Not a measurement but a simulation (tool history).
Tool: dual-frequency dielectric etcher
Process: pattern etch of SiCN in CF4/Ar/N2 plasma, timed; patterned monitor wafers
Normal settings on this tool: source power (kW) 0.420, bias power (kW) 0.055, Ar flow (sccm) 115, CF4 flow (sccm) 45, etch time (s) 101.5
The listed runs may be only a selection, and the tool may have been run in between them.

| run | hour | source power (kW) | bias power (kW) | Ar flow (sccm) | CF4 flow (sccm) | etch time (s) | wafers since the last listed run | hours since the last wet clean | hours since the last source power generator calibration | hours since the last bias power generator calibration | hours since the last Ar flow controller change | hours since the last CF4 flow controller change | hours since the last upper electrode change | hours since the gauge calibration | read-back reference wafer on the same gauge, depth_nm | mean etch depth across the wafer (nm) |
|---|---|---|---|---|---|---|---|---|---|---|---|---|---|---|---|---|
| 1 | 0.0 | 0.420 | 0.055 | 115 | 45 | 101.5 | 0 | 99.4 | 3613.6 | 2082.7 | 4661.8 | 2615.4 | 3837.7 | 590.8 | 68.4 | 65.0 |
| 2 | 61.1 | 0.420 | 0.055 | 115 | 45 | 101.5 | 432 | 160.5 | 3674.7 | 2143.8 | 4722.9 | 2676.5 | 3898.8 | 651.9 | 68.4 | 64.8 |
| 3 | 92.1 | 0.420 | 0.055 | 115 | 45 | 101.5 | 219 | 191.5 | 3705.7 | 2174.8 | 4753.9 | 2707.5 | 3929.8 | 682.9 | 68.4 | 64.6 |
| 4 | 142.6 | 0.420 | 0.055 | 115 | 45 | 101.5 | 357 | 242.0 | 3756.2 | 2225.3 | 4804.4 | 2758.0 | 3980.3 | 733.4 | 68.5 | 64.3 |
| 5 | 175.6 | 0.420 | 0.055 | 115 | 45 | 101.5 | 233 | 275.0 | 3789.2 | 2258.3 | 4837.4 | 2791.0 | 4013.3 | 766.4 | 68.4 | 64.5 |
| 6 | 227.5 | 0.420 | 0.055 | 115 | 45 | 101.5 | 366 | 326.9 | 3841.1 | 2310.2 | 4889.3 | 2842.9 | 4065.2 | 818.3 | 68.5 | 63.9 |
| 7 | 291.5 | 0.420 | 0.055 | 115 | 45 | 101.5 | 452 | 390.9 | 3905.1 | 2374.2 | 4953.3 | 2906.9 | 4129.2 | 882.3 | 68.4 | 62.7 |
| 8 | 348.4 | 0.420 | 0.055 | 115 | 45 | 101.5 | 402 | 447.8 | 3962.0 | 2431.1 | 5010.2 | 2963.8 | 4186.1 | 939.2 | 68.5 | 63.7 |
| 9 | 393.9 | 0.420 | 0.055 | 115 | 45 | 101.5 | 321 | 493.3 | 4007.5 | 2476.6 | 5055.7 | 3009.3 | 4231.6 | 984.7 | 68.5 | 62.9 |
|  | 474.0 | CF4 flow controller replaced |
|  | 499.2 | bias power generator calibrated |
|  | 530.0 | wet clean of the chamber |
|  | 534.2 | gauge calibrated |
|  | 535.1 | Ar flow controller replaced |
| 10 | 559.6 | 0.420 | 0.055 | 115 | 38 | 101.5 | 895 | 29.6 | 4173.2 | 60.4 | 24.5 | 85.6 | 4397.3 | 25.4 | 68.3 | 63.3 |
|  | 594.9 | upper electrode replaced |
| 11 | 595.4 | 0.420 | 0.055 | 115 | 38 | 101.5 | 83 | 65.4 | 4209.0 | 96.2 | 60.3 | 121.4 | 0.5 | 61.2 | 68.5 | 63.3 |
| 12 | 688.5 | 0.420 | 0.055 | 86 | 50 | 121.0 | 658 | 158.5 | 4302.1 | 189.3 | 153.4 | 214.5 | 93.6 | 154.3 | 68.4 | 81.8 |
| 13 | 724.3 | 0.420 | 0.051 | 133 | 35 | 101.5 | 253 | 194.3 | 4337.9 | 225.1 | 189.2 | 250.3 | 129.4 | 190.1 | 68.3 | 59.5 |
| 14 | 794.5 | 0.420 | 0.055 | 101 | 45 | 130.5 | 496 | 264.5 | 4408.1 | 295.3 | 259.4 | 320.5 | 199.6 | 260.3 | 68.5 | 83.8 |
|  | 857.0 | source power generator calibrated |
| 15 | 860.4 | 0.420 | 0.055 | 115 | 41 | 101.5 | 437 | 330.4 | 3.4 | 361.2 | 325.3 | 386.4 | 265.5 | 326.2 | 68.1 | 62.6 |
| 16 | 924.5 | 0.420 | 0.055 | 124 | 45 | 82.5 | 453 | 394.5 | 67.5 | 425.3 | 389.4 | 450.5 | 329.6 | 390.3 | 68.4 | 50.5 |
| 17 | 959.4 | 0.420 | 0.055 | 115 | 45 | 101.5 | 246 | 429.4 | 102.4 | 460.2 | 424.3 | 485.4 | 364.5 | 425.2 | 68.5 | 62.8 |
| 18 | 1010.3 | 0.500 | 0.055 | 115 | 35 | 76.5 | 359 | 480.3 | 153.3 | 511.1 | 475.2 | 536.3 | 415.4 | 476.1 | 68.4 | 52.0 |
| 19 | 1053.5 | 0.390 | 0.055 | 115 | 45 | 122.5 | 305 | 523.5 | 196.5 | 554.3 | 518.4 | 579.5 | 458.6 | 519.3 | 68.3 | 71.0 |
| 20 | 1104.9 | 0.420 | 0.055 | 115 | 45 | 101.5 | 363 | 574.9 | 247.9 | 605.7 | 569.8 | 630.9 | 510.0 | 570.7 | 68.5 | 61.6 |
|  | 1181.1 | wet clean of the chamber |
| 21 | 1181.6 | 0.420 | 0.055 | 115 | 45 | 101.5 | 372 | 0.5 | 324.6 | 682.4 | 646.5 | 707.6 | 586.7 | 647.4 | 68.5 | 65.2 |
| 22 | 1194.9 | 0.420 | 0.055 | 115 | 45 | 101.5 | 94 | 13.8 | 337.9 | 695.7 | 659.8 | 720.9 | 600.0 | 660.7 | 68.4 | 65.6 |

Alternative continuations, all from the tool just after run 22; predict every row:
| A | 1195.3 | 0.420 | 0.055 | 115 | 40 | 101.5 | 2 | 14.2 | 338.3 | 696.1 | 660.2 | 721.3 | 600.4 | 661.1 | ? | ? |
| B | 1195.3 | 0.420 | 0.043 | 115 | 45 | 92.5 | 2 | 14.2 | 338.3 | 696.1 | 660.2 | 721.3 | 600.4 | 661.1 | ? | ? |
| C | 1195.3 | 0.420 | 0.055 | 115 | 45 | 89.0 | 2 | 14.2 | 338.3 | 696.1 | 660.2 | 721.3 | 600.4 | 661.1 | ? | ? |

| run | read-back reference wafer on the same gauge, depth_nm | mean etch depth across the wafer (nm) |
|---|---|---|
| A | 68.4 | 64.2 |
| B | 68.4 | 56.6 |
| C | 68.4 | 57.5 |
Without the tool's unlogged condition, the same runs would have read:
| run | mean etch depth across the wafer (nm) |
|---|---|
| A | 64.5 |
| B | 56.8 |
| C | 57.7 |
